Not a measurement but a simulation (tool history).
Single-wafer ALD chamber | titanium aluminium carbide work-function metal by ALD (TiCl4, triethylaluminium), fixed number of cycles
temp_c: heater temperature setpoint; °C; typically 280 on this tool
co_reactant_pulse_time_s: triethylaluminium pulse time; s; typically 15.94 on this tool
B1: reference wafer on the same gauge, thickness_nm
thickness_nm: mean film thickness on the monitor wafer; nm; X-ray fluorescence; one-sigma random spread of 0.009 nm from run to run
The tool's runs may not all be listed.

Run 1, hour 0: usual settings but temp_c 287 °C; B1 1.681. Result: thickness_nm 1.978 nm.
Run 2, hour 12.8: usual settings; B1 1.679. Result: thickness_nm 1.946 nm.
Run 3, hour 37.6: usual settings; B1 1.678. Result: thickness_nm 1.943 nm.
Run 4, hour 69.8: usual settings; B1 1.678. Result: thickness_nm 1.938 nm.
Run 5, hour 86.1: usual settings; B1 1.681. Result: thickness_nm 1.948 nm.
Run 6, hour 106.3: usual settings; B1 1.682. Result: thickness_nm 1.95 nm.
Run 7, hour 128: usual settings but co_reactant_pulse_time_s 18.64 s; B1 1.68. Result: thickness_nm 1.949 nm.
Run 8, hour 210.2: usual settings but co_reactant_pulse_time_s 18.64 s; B1 1.68. Result: thickness_nm 1.944 nm.
Run 9, hour 223.3: usual settings; B1 1.68. Result: thickness_nm 1.939 nm.
Run 10, hour 252: usual settings; B1 1.678. Result: thickness_nm 1.939 nm.
At hour 269.5: showerhead replaced.
Run 11, hour 282.4: usual settings; B1 1.683. Result: thickness_nm 1.952 nm.
Run 12, hour 314.9: usual settings but temp_c 271 °C; B1 1.684. Result: thickness_nm 1.872 nm.
Run 13, hour 332.2: usual settings; B1 1.68. Result: thickness_nm 1.95 nm.
Run 14, hour 362.3: usual settings; B1 1.677. Result: thickness_nm 1.959 nm.
Run 15, hour 380.7: usual settings but temp_c 273 °C; B1 1.681. Result: thickness_nm 1.898 nm.
At hour 391.6: gauge calibrated.
Run 16, hour 399.5: usual settings but temp_c 273 °C; B1 1.681. Result: thickness_nm 1.901 nm.
At hour 500.7: triethylaluminium bottle replaced.
Run 17, hour 501.2: usual settings but temp_c 291 °C, co_reactant_pulse_time_s 21.78 s; B1 1.679. Result: thickness_nm 2.052 nm.
Run 18, hour 517.8: usual settings but temp_c 285 °C, co_reactant_pulse_time_s 13.51 s; B1 1.682. Result: thickness_nm 1.988 nm.
At hour 591.7: thermocouple changed; heater temperature recalibrated.
Run 19, hour 593.3: usual settings but co_reactant_pulse_time_s 18.89 s; B1 1.68. Result: thickness_nm 1.919 nm.
Run 20, hour 618: usual settings; B1 1.679. Result: thickness_nm 1.916 nm.
Run 21, hour 645.4: usual settings but co_reactant_pulse_time_s 13.86 s; B1 1.682. Result: thickness_nm 1.894 nm.
Run 22, hour 667.5: usual settings but co_reactant_pulse_time_s 12.53 s; B1 1.678. Result: thickness_nm 1.873 nm.
Run 23, hour 688.2: usual settings but temp_c 271 °C, co_reactant_pulse_time_s 12.26 s; B1 1.681. Result: thickness_nm 1.795 nm.
Run 24, hour 713.1: usual settings; B1 1.679. Result: thickness_nm 1.923 nm.
Run 25, hour 727.5: usual settings but temp_c 292 °C, co_reactant_pulse_time_s 13.37 s; B1 1.68. Result: thickness_nm 1.972 nm.
Run 26, hour 739.8: usual settings but temp_c 288 °C, co_reactant_pulse_time_s 20.07 s; B1 1.681. Result: thickness_nm 1.987 nm.
Run 27, hour 775.7: usual settings but temp_c 267 °C, co_reactant_pulse_time_s 9.73 s; B1 1.679. Result: thickness_nm 1.602 nm.
Run 28, hour 797.7: usual settings but temp_c 275 °C, co_reactant_pulse_time_s 13.94 s; B1 1.68. Result: thickness_nm 1.85 nm.

How would selected steps in thickness_nm from run to run divide? Give the signed amount a tool lacking its hidden state would still show from settings, what came in and random variation, and the signed amount left for the hidden state, including any gauge scatter that is not in both of the compared results.
Hidden conditions of the tool in this case: wafer temperature above the value expected at the setpoint (K); triethylaluminium dose above that of a fresh bottle (%); gauge reads high (%).
Run 16 -> 17: temp_c 273 -> 291, co_reactant_pulse_time_s 15.94 -> 21.78, triethylaluminium bottle replaced. thickness_nm +0.151 nm: hidden state +0.007, all else +0.144.
Run 18 -> 19: temp_c 285 -> 280, co_reactant_pulse_time_s 13.51 -> 18.89, thermocouple changed; heater temperature recalibrated. thickness_nm -0.069 nm: hidden state -0.056, all else -0.013.
Run 26 -> 27: temp_c 288 -> 267, co_reactant_pulse_time_s 20.07 -> 9.73. thickness_nm -0.385 nm: hidden state +0.001, all else -0.386.
Run 27 -> 28: temp_c 267 -> 275, co_reactant_pulse_time_s 9.73 -> 13.94. thickness_nm +0.248 nm: hidden state +0.001, all else +0.247.
